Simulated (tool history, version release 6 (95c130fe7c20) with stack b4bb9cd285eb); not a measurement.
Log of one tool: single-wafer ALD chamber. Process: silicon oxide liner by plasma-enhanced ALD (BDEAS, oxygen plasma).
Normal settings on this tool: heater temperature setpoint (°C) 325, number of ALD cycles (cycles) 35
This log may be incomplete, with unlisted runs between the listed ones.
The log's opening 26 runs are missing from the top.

| run | hour | heater temperature setpoint (°C) | number of ALD cycles (cycles) | wafers since the last listed run | hours since the last thermocouple change | hours since the gauge calibration | read-back reference wafer on the same gauge, thickness_nm | mean film thickness on the monitor wafer (nm) |
|---|---|---|---|---|---|---|---|---|
| 27 | 751.2 | 325 | 35 | 440 | 2402.4 | 1367.3 | 2.998 | 2.838 |
| 28 | 776.9 | 325 | 35 | 319 | 2428.1 | 1393 | 3.002 | 2.836 |
| 29 | 794.8 | 334 | 30 | 222 | 2446 | 1410.9 | 3.007 | 2.406 |
| 30 | 822.7 | 310 | 41 | 347 | 2473.9 | 1438.8 | 3.007 | 3.403 |
|  | 847.9 | gauge calibrated |
| 31 | 910 | 325 | 35 | 1087 | 2561.2 | 62.1 | 2.92 | 2.75 |
| 32 | 932.5 | 325 | 42 | 280 | 2583.7 | 84.6 | 2.918 | 3.316 |
| 33 | 960.6 | 337 | 42 | 349 | 2611.8 | 112.7 | 2.917 | 3.254 |
| 34 | 974.4 | 340 | 37 | 171 | 2625.6 | 126.5 | 2.921 | 2.866 |
| 35 | 990.7 | 325 | 35 | 202 | 2641.9 | 142.8 | 2.917 | 2.758 |
| 36 | 1008.1 | 325 | 35 | 216 | 2659.3 | 160.2 | 2.918 | 2.752 |
|  | 1022.2 | thermocouple changed; heater temperature recalibrated |
| 37 | 1025.6 | 325 | 37 | 118 | 3.4 | 177.7 | 2.922 | 2.922 |
| 38 | 1086.9 | 316 | 32 | 763 | 64.7 | 239 | 2.922 | 2.547 |

Forecast run 39:
| 39 | 1101 | 336 | 35 | 175 | 78.8 | 253.1 | ? | ? |

Run 39 gave read-back reference wafer on the same gauge, thickness_nm 2.916, mean film thickness on the monitor wafer (nm) 2.722.
Had the tool carried no hidden state, the very same run would have given mean film thickness on the monitor wafer (nm) 2.722.

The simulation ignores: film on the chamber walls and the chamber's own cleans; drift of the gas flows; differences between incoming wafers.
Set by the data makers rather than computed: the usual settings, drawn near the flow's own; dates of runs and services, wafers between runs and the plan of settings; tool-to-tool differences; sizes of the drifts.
